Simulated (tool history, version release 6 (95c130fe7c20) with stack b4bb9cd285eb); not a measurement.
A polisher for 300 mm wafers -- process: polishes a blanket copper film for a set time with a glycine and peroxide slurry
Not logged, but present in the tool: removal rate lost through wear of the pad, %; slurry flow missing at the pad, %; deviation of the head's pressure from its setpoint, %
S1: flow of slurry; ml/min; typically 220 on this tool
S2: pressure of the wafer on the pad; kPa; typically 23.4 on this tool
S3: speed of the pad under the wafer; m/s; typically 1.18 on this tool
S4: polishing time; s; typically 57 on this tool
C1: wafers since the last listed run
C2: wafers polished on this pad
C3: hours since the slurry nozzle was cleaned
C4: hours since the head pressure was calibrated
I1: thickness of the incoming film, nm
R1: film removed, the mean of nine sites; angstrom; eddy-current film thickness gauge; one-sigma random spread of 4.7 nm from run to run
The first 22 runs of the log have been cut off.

run 23 hour=247.0 | S1=220 S2=29.6 S3=1.18 S4=46 | C1=100 C2=384 C3=193.5 C4=571.0 | I1=1801.9 | R1=4750
run 24 hour=263.3 | S1=220 S2=23.4 S3=1.18 S4=57 | C1=105 C2=490 C3=209.8 C4=587.3 | I1=1832.7 | R1=4700
run 25 hour=270.4 | S1=220 S2=30.3 S3=0.92 S4=57 | C1=46 C2=536 C3=216.9 C4=594.4 | I1=1809.6 | R1=5151
-- hour=284.3 head pressure recalibrated
run 26 hour=284.8 | S1=160 S2=29.6 S3=0.96 S4=67 | C1=80 C2=617 C3=231.3 C4=0.5 | I1=1850.7 | R1=5815
run 27 hour=296.5 | S1=220 S2=23.4 S3=1.32 S4=57 | C1=76 C2=693 C3=243.0 C4=12.2 | I1=1839.7 | R1=5019
run 28 hour=311.3 | S1=220 S2=23.4 S3=1.18 S4=37 | C1=96 C2=789 C3=257.8 C4=27.0 | I1=1847.5 | R1=2962
-- hour=322.1 worn pad replaced by a new one
run 29 hour=322.6 | S1=190 S2=19.3 S3=0.86 S4=46 | C1=47 C2=3 C3=269.1 C4=38.3 | I1=1832.5 | R1=2906
run 30 hour=338.5 | S1=220 S2=23.4 S3=1.42 S4=63 | C1=103 C2=106 C3=285.0 C4=54.2 | I1=1825.3 | R1=6085
run 31 hour=350.4 | S1=220 S2=25.5 S3=0.98 S4=57 | C1=77 C2=183 C3=296.9 C4=66.1 | I1=1820.2 | R1=4776
run 32 hour=372.4 | S1=220 S2=23.4 S3=1.18 S4=57 | C1=142 C2=326 C3=318.9 C4=88.1 | I1=1851.2 | R1=4845
run 33 hour=387.1 | S1=220 S2=23.4 S3=1.38 S4=57 | C1=95 C2=422 C3=333.6 C4=102.8 | I1=1857.1 | R1=5267
run 34 hour=396.3 | S1=220 S2=16.5 S3=1.06 S4=48 | C1=59 C2=482 C3=342.8 C4=112.0 | I1=1867.0 | R1=2812
run 35 hour=414.2 | S1=170 S2=29.6 S3=1.18 S4=51 | C1=116 C2=598 C3=360.7 C4=129.9 | I1=1842.7 | R1=4949
run 36 hour=421.1 | S1=220 S2=31.0 S3=1.38 S4=44 | C1=44 C2=643 C3=367.6 C4=136.8 | I1=1863.9 | R1=5069
run 37 hour=438.6 | S1=220 S2=23.4 S3=1.36 S4=57 | C1=113 C2=756 C3=385.1 C4=154.3 | I1=1833.1 | R1=5080

Predict each of these 4 candidate next runs independently; none follows another, all start after run 37:
run A hour=439.0 | S1=220 S2=17.9 S3=1.18 S4=57 | C1=2 C2=759 C3=385.5 C4=154.7 | I1=1830.8 | R1=?
run B hour=439.0 | S1=150 S2=23.4 S3=1.32 S4=57 | C1=2 C2=759 C3=385.5 C4=154.7 | I1=1830.8 | R1=?
run C hour=439.0 | S1=270 S2=28.3 S3=1.18 S4=75 | C1=2 C2=759 C3=385.5 C4=154.7 | I1=1830.8 | R1=?
run D hour=439.0 | S1=180 S2=23.4 S3=1.18 S4=48 | C1=2 C2=759 C3=385.5 C4=154.7 | I1=1830.8 | R1=?

run=A R1=3750
run=B R1=4709
run=C R1=7504
run=D R1=3856
The same runs, with their run-to-run variation unchanged, on a tool lacking any hidden condition would have given:
run=A R1=4059
run=B R1=5125
run=C R1=8105
run=D R1=4185
